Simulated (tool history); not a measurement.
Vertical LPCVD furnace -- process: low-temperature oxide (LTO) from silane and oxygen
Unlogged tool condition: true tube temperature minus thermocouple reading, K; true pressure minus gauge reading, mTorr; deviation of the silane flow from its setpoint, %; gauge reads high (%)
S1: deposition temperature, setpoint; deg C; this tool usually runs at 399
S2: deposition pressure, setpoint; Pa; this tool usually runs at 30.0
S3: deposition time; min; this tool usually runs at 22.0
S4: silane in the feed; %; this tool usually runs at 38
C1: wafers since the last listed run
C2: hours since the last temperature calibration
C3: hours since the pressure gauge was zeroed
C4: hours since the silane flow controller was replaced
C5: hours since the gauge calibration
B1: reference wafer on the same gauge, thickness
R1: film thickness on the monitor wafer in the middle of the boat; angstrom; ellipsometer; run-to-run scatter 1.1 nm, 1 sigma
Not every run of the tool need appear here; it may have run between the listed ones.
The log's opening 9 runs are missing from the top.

run,day,S1,S2,S3,S4,C1,C2,C3,C4,C5,B1,R1
# day 25.567: gauge calibrated
# day 25.804: thermocouples replaced and temperature profile calibrated
10,25.825,399,30.0,22.0,38,716,0.5,1354.8,1624.9,6.2,223.08,2231.7
11,26.704,399,30.0,22.0,38,428,21.6,1375.9,1646.0,27.3,223.18,2219.4
12,28.454,399,30.0,22.0,38,852,63.6,1417.9,1688.0,69.3,223.03,2215.5
13,30.592,406,28.0,19.0,43,1040,114.9,1469.2,1739.3,120.6,222.84,2247.9
14,33.371,405,25.3,22.0,31,1353,181.6,1535.9,1806.0,187.3,222.84,1509.2
15,34.929,399,34.7,26.0,40,758,219.0,1573.3,1843.4,224.7,223.19,3230.8
16,36.167,403,30.0,22.0,38,602,248.7,1603.0,1873.1,254.4,222.76,2306.4
# day 37.325: silane flow controller replaced
17,37.654,399,30.0,15.0,38,237,284.4,1638.7,7.9,290.1,222.99,1559.4
18,40.304,390,26.0,16.5,38,1290,348.0,1702.3,71.5,353.7,223.26,1345.1
19,43.162,399,30.0,16.0,38,1391,416.6,1770.9,140.1,422.3,223.03,1670.0

What does the tool deliver on the next run?
# day 44.442: pressure gauge zeroed
20,44.529,410,26.0,22.0,38,178,449.4,2.1,172.9,455.1,?,?

B1: 223.10
R1: 2232.0 angstrom
Take away the tool's hidden state, keep the run-to-run variation as it was, and the same run would have given R1 2244.1 angstrom.

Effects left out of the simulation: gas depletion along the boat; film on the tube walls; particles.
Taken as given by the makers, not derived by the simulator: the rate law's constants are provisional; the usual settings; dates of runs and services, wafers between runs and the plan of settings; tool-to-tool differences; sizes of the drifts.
